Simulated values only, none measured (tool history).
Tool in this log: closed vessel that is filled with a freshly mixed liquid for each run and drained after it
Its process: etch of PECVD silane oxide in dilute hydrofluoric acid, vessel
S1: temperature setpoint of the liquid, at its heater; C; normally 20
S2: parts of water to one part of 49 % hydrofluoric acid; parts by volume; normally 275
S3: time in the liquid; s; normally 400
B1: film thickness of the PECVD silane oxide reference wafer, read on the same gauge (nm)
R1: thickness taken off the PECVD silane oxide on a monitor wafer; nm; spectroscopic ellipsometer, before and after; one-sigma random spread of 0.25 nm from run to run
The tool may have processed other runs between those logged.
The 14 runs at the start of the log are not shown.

run,hour,S1,S2,S3,B1,R1
# hour 1215.5: thermometer replaced
15,1268.4,20,195,400,104.09,45.53
# hour 1336.1: gauge calibrated
16,1374.2,20,275,205,100.46,14.38
17,1429.6,20,310,190,100.7,11.62
18,1497.2,24,205,400,101.02,47.82
# hour 1517: hydrofluoric acid flow meter replaced
19,1588.7,24,210,500,101.4,58.88
20,1692.1,21.5,135,630,101.8,113.48
21,1789.2,20,275,400,102.09,29.21
22,1836.7,17.5,275,595,102.21,39.64
23,1911.1,23,315,585,102.4,40.52
24,1982.7,20,275,400,102.57,29.08
25,2041.5,21.5,385,220,102.67,10.92
26,2119.2,17,185,400,102.83,42.58
27,2189.9,20,330,400,102.96,23.36
28,2288,20,275,400,103.11,29.38
29,2391.6,20,275,400,103.23,29.23
30,2492.6,24,355,400,103.38,24.65
31,2552.4,21.5,315,400,103.46,26.15

Predict each of these 3 candidate next runs independently; none follows another, all start after run 31:
A,2553.2,20,275,400,?,?
B,2553.2,22,180,500,?,?
C,2553.2,17,275,630,?,?

run,B1,R1
A,103.48,29.73
B,103.48,67.17
C,103.48,41.82
With the hidden condition removed and each run's random variation left untouched, the same runs would have given:
run,R1
A,28.75
B,64.95
C,40.44
